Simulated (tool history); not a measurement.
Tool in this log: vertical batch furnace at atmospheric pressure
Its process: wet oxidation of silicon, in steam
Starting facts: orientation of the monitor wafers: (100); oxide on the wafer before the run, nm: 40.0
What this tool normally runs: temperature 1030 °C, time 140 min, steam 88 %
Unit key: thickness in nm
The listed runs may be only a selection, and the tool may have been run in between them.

run,hour,temperature,time,steam,"read-back reference wafer on the same gauge, thickness",thickness
1,0,1030,140,88,724.09,870.27
2,89.1,1030,140,88,723.88,866.99
3,136.5,1030,140,88,723.88,870.35
4,244.1,1030,97,88,723.87,704.93
5,301.8,1030,97,88,724.57,700.98
6,386.9,1030,97,88,723.89,703.11
7,466.2,1015,140,91,723.78,823.89
8,553.7,1015,140,91,724.34,818.68
9,600.5,1030,140,88,724.14,872.73
10,657.9,1030,140,88,723.59,870.69
11,698.8,1030,140,88,724.42,868.56
12,745.4,1030,140,88,723.37,871.38
13,844,1009,197.5,97,723.35,1014.24
14,908,1030,75,88,723.9,601.99
15,953.7,1030,140,88,723.76,869.06
16,1060.2,1015,140,91,724.34,822.67
17,1161.3,1030,140,85,724.12,854
18,1202,1030,140,88,724.17,868.24
19,1254.7,1030,140,88,724.46,864
20,1328.3,1030,159,94,724.26,972.39
21,1367.2,1040,140,95,724.73,951.65
22,1462.9,1009,88,94,723.82,614.28
23,1504.6,1030,180.5,97,724.1,1063.07
24,1603.1,1023,191.5,97,724.36,1066.73
25,1681.4,1030,140,83,724.61,838.23

Taken out of this log: 3 entries between the listed runs. Where each belongs, and how the hidden state differs across it:
In the gap between runs 9 and 10: steam generator serviced (hour 624.6)
  nothing in the hidden state changes from one run to the other
In the gap between runs 10 and 11: thermocouples replaced and temperature profile calibrated (hour 692.5)
  nothing in the hidden state changes from one run to the other
In the gap between runs 12 and 13: gauge calibrated (hour 778.9)
  nothing in the hidden state changes from one run to the other
